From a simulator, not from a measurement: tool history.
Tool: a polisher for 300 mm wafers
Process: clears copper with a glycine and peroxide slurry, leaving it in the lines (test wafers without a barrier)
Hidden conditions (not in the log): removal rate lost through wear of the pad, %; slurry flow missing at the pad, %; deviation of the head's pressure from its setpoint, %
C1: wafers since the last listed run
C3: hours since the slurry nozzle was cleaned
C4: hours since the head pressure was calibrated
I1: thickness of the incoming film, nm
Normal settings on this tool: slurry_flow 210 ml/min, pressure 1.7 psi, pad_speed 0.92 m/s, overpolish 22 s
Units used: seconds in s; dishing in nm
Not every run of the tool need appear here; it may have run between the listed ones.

run 1 hour=0 | slurry_flow=270 pressure=1.7 pad_speed=0.92 overpolish=22 | C1=0 wafers_polished_on_this_pad=1923 C3=278.7 C4=510.3 | I1=461.6 | seconds=160.2 dishing=41.9
run 2 hour=51.7 | slurry_flow=240 pressure=1.7 pad_speed=0.92 overpolish=22 | C1=406 wafers_polished_on_this_pad=2329 C3=330.4 C4=562 | I1=459.7 | seconds=161.6 dishing=40.7
run 3 hour=77.9 | slurry_flow=240 pressure=1.7 pad_speed=0.92 overpolish=22 | C1=205 wafers_polished_on_this_pad=2535 C3=356.6 C4=588.2 | I1=449.6 | seconds=157.3 dishing=41.5
-- hour=95.3 slurry nozzle cleaned
run 4 hour=124.9 | slurry_flow=240 pressure=1.7 pad_speed=0.92 overpolish=22 | C1=361 wafers_polished_on_this_pad=2896 C3=29.6 C4=635.2 | I1=456.3 | seconds=157.7 dishing=40.8
run 5 hour=160.6 | slurry_flow=210 pressure=1.7 pad_speed=0.82 overpolish=22 | C1=280 wafers_polished_on_this_pad=3177 C3=65.3 C4=670.9 | I1=450.3 | seconds=174 dishing=39.1
-- hour=182.3 worn pad replaced by a new one
run 6 hour=220.1 | slurry_flow=210 pressure=1.7 pad_speed=0.92 overpolish=22 | C1=435 wafers_polished_on_this_pad=296 C3=124.8 C4=730.4 | I1=460.7 | seconds=163.2 dishing=40.3
run 7 hour=259.8 | slurry_flow=210 pressure=1.7 pad_speed=0.92 overpolish=22 | C1=311 wafers_polished_on_this_pad=608 C3=164.5 C4=770.1 | I1=447.7 | seconds=155.6 dishing=40.4
run 8 hour=302.8 | slurry_flow=210 pressure=1.7 pad_speed=0.92 overpolish=22 | C1=337 wafers_polished_on_this_pad=946 C3=207.5 C4=813.1 | I1=454.2 | seconds=159.1 dishing=41.1
run 9 hour=341.5 | slurry_flow=210 pressure=1.7 pad_speed=0.92 overpolish=22 | C1=303 wafers_polished_on_this_pad=1250 C3=246.2 C4=851.8 | I1=456.9 | seconds=159.7 dishing=40.4
run 10 hour=384.5 | slurry_flow=210 pressure=1.7 pad_speed=0.92 overpolish=22 | C1=337 wafers_polished_on_this_pad=1587 C3=289.2 C4=894.8 | I1=462.6 | seconds=158.8 dishing=41
run 11 hour=435.7 | slurry_flow=210 pressure=1.7 pad_speed=0.92 overpolish=22 | C1=402 wafers_polished_on_this_pad=1990 C3=340.4 C4=946 | I1=460 | seconds=161 dishing=41.6
-- hour=489.7 slurry nozzle cleaned
run 12 hour=490.2 | slurry_flow=210 pressure=1.7 pad_speed=0.92 overpolish=22 | C1=420 wafers_polished_on_this_pad=2410 C3=0.5 C4=1000.5 | I1=451.6 | seconds=161.7 dishing=40.9
-- hour=515 head pressure recalibrated
run 13 hour=547.2 | slurry_flow=210 pressure=1.7 pad_speed=0.92 overpolish=22 | C1=432 wafers_polished_on_this_pad=2842 C3=57.5 C4=32.2 | I1=450.2 | seconds=156.5 dishing=41
-- hour=583.8 worn pad replaced by a new one
run 14 hour=610.7 | slurry_flow=210 pressure=2 pad_speed=0.72 overpolish=10 | C1=467 wafers_polished_on_this_pad=210 C3=121 C4=95.7 | I1=461.8 | seconds=174.3 dishing=20.1
run 15 hour=675.9 | slurry_flow=210 pressure=2.2 pad_speed=0.92 overpolish=31 | C1=512 wafers_polished_on_this_pad=723 C3=186.2 C4=160.9 | I1=455.5 | seconds=132.7 dishing=60.8
run 16 hour=732.3 | slurry_flow=280 pressure=2 pad_speed=0.72 overpolish=13 | C1=443 wafers_polished_on_this_pad=1166 C3=242.6 C4=217.3 | I1=457 | seconds=166.5 dishing=26.5
run 17 hour=773.2 | slurry_flow=210 pressure=1.3 pad_speed=0.92 overpolish=26 | C1=321 wafers_polished_on_this_pad=1487 C3=283.5 C4=258.2 | I1=456.2 | seconds=193.1 dishing=40.1
run 18 hour=812.5 | slurry_flow=180 pressure=1.7 pad_speed=0.92 overpolish=22 | C1=308 wafers_polished_on_this_pad=1796 C3=322.8 C4=297.5 | I1=456.8 | seconds=163.5 dishing=40.5
run 19 hour=847.2 | slurry_flow=175 pressure=1.7 pad_speed=0.92 overpolish=30 | C1=272 wafers_polished_on_this_pad=2068 C3=357.5 C4=332.2 | I1=462.4 | seconds=165.2 dishing=51.7
-- hour=863.9 slurry nozzle cleaned
run 20 hour=898.1 | slurry_flow=210 pressure=1.1 pad_speed=0.92 overpolish=11 | C1=391 wafers_polished_on_this_pad=2460 C3=34.2 C4=383.1 | I1=454.3 | seconds=216.6 dishing=17.7
run 21 hour=947.3 | slurry_flow=210 pressure=1.7 pad_speed=0.92 overpolish=22 | C1=386 wafers_polished_on_this_pad=2847 C3=83.4 C4=432.3 | I1=452.5 | seconds=161.2 dishing=40.3
run 22 hour=1000.1 | slurry_flow=210 pressure=1.9 pad_speed=1.22 overpolish=22 | C1=414 wafers_polished_on_this_pad=3261 C3=136.2 C4=485.1 | I1=446.7 | seconds=115.8 dishing=50.5
-- hour=1019.6 worn pad replaced by a new one
run 23 hour=1190.3 | slurry_flow=245 pressure=1.9 pad_speed=0.66 overpolish=9 | C1=1462 wafers_polished_on_this_pad=1340 C3=326.4 C4=675.3 | I1=451.7 | seconds=183.5 dishing=17.6
run 24 hour=1230.9 | slurry_flow=210 pressure=1.7 pad_speed=0.92 overpolish=22 | C1=318 wafers_polished_on_this_pad=1659 C3=367 C4=715.9 | I1=447.8 | seconds=158.9 dishing=42.1
run 25 hour=1294.4 | slurry_flow=210 pressure=1.7 pad_speed=0.92 overpolish=31 | C1=498 wafers_polished_on_this_pad=2158 C3=430.5 C4=779.4 | I1=452.3 | seconds=161.8 dishing=52.2
-- hour=1306.8 slurry nozzle cleaned
run 26 hour=1350.2 | slurry_flow=210 pressure=1.7 pad_speed=0.92 overpolish=22 | C1=430 wafers_polished_on_this_pad=2589 C3=43.4 C4=835.2 | I1=453.2 | seconds=159.5 dishing=39.5
run 27 hour=1413.7 | slurry_flow=210 pressure=2.2 pad_speed=1.06 overpolish=22 | C1=498 wafers_polished_on_this_pad=3087 C3=106.9 C4=898.7 | I1=464.4 | seconds=122.1 dishing=52.1
-- hour=1439.7 worn pad replaced by a new one
run 28 hour=1450.1 | slurry_flow=210 pressure=1.7 pad_speed=0.92 overpolish=22 | C1=254 wafers_polished_on_this_pad=81 C3=143.3 C4=935.1 | I1=455.1 | seconds=162.6 dishing=40.9
run 29 hour=1495.5 | slurry_flow=235 pressure=1.7 pad_speed=1.18 overpolish=22 | C1=356 wafers_polished_on_this_pad=438 C3=188.7 C4=980.5 | I1=447.6 | seconds=126.2 dishing=48
run 30 hour=1568.1 | slurry_flow=210 pressure=1.7 pad_speed=0.92 overpolish=22 | C1=570 wafers_polished_on_this_pad=1008 C3=261.3 C4=1053.1 | I1=449.2 | seconds=159.3 dishing=41
-- hour=1620.4 head pressure recalibrated
run 31 hour=1636.1 | slurry_flow=250 pressure=1.7 pad_speed=1.06 overpolish=12 | C1=518 wafers_polished_on_this_pad=1527 C3=329.3 C4=15.7 | I1=458.9 | seconds=143.4 dishing=27.7
run 32 hour=1668.6 | slurry_flow=280 pressure=1.9 pad_speed=1.02 overpolish=22 | C1=255 wafers_polished_on_this_pad=1782 C3=361.8 C4=48.2 | I1=460.3 | seconds=137.6 dishing=46.9
-- hour=1677.5 slurry nozzle cleaned
run 33 hour=1703.8 | slurry_flow=140 pressure=1.4 pad_speed=0.92 overpolish=35 | C1=268 wafers_polished_on_this_pad=2051 C3=26.3 C4=83.4 | I1=455.3 | seconds=192.7 dishing=49.6

Alternative continuations, all from the tool just after run 33; predict every row:
run A hour=1704.3 | slurry_flow=210 pressure=1.7 pad_speed=0.92 overpolish=22 | C1=3 wafers_polished_on_this_pad=2054 C3=26.8 C4=83.9 | I1=450.8 | seconds=? dishing=?
run B hour=1704.3 | slurry_flow=240 pressure=1.7 pad_speed=0.64 overpolish=22 | C1=3 wafers_polished_on_this_pad=2054 C3=26.8 C4=83.9 | I1=450.8 | seconds=? dishing=?
run C hour=1704.3 | slurry_flow=210 pressure=1.9 pad_speed=0.92 overpolish=22 | C1=3 wafers_polished_on_this_pad=2054 C3=26.8 C4=83.9 | I1=450.8 | seconds=? dishing=?
run D hour=1704.3 | slurry_flow=235 pressure=1.3 pad_speed=0.92 overpolish=15 | C1=3 wafers_polished_on_this_pad=2054 C3=26.8 C4=83.9 | I1=450.8 | seconds=? dishing=?
run E hour=1704.3 | slurry_flow=170 pressure=1.2 pad_speed=1.08 overpolish=22 | C1=3 wafers_polished_on_this_pad=2054 C3=26.8 C4=83.9 | I1=450.8 | seconds=? dishing=?

run=A seconds=159.2 dishing=40.2
run=B seconds=201.7 dishing=33.9
run=C seconds=146.7 dishing=42.9
run=D seconds=189.9 dishing=25.4
run=E seconds=185.8 dishing=34.9
Stripped of hidden state, with their random variation kept, the same runs would have yielded:
run=A seconds=159.2 dishing=40.2
run=B seconds=201.7 dishing=33.9
run=C seconds=146.7 dishing=42.9
run=D seconds=189.9 dishing=25.4
run=E seconds=185.8 dishing=34.9
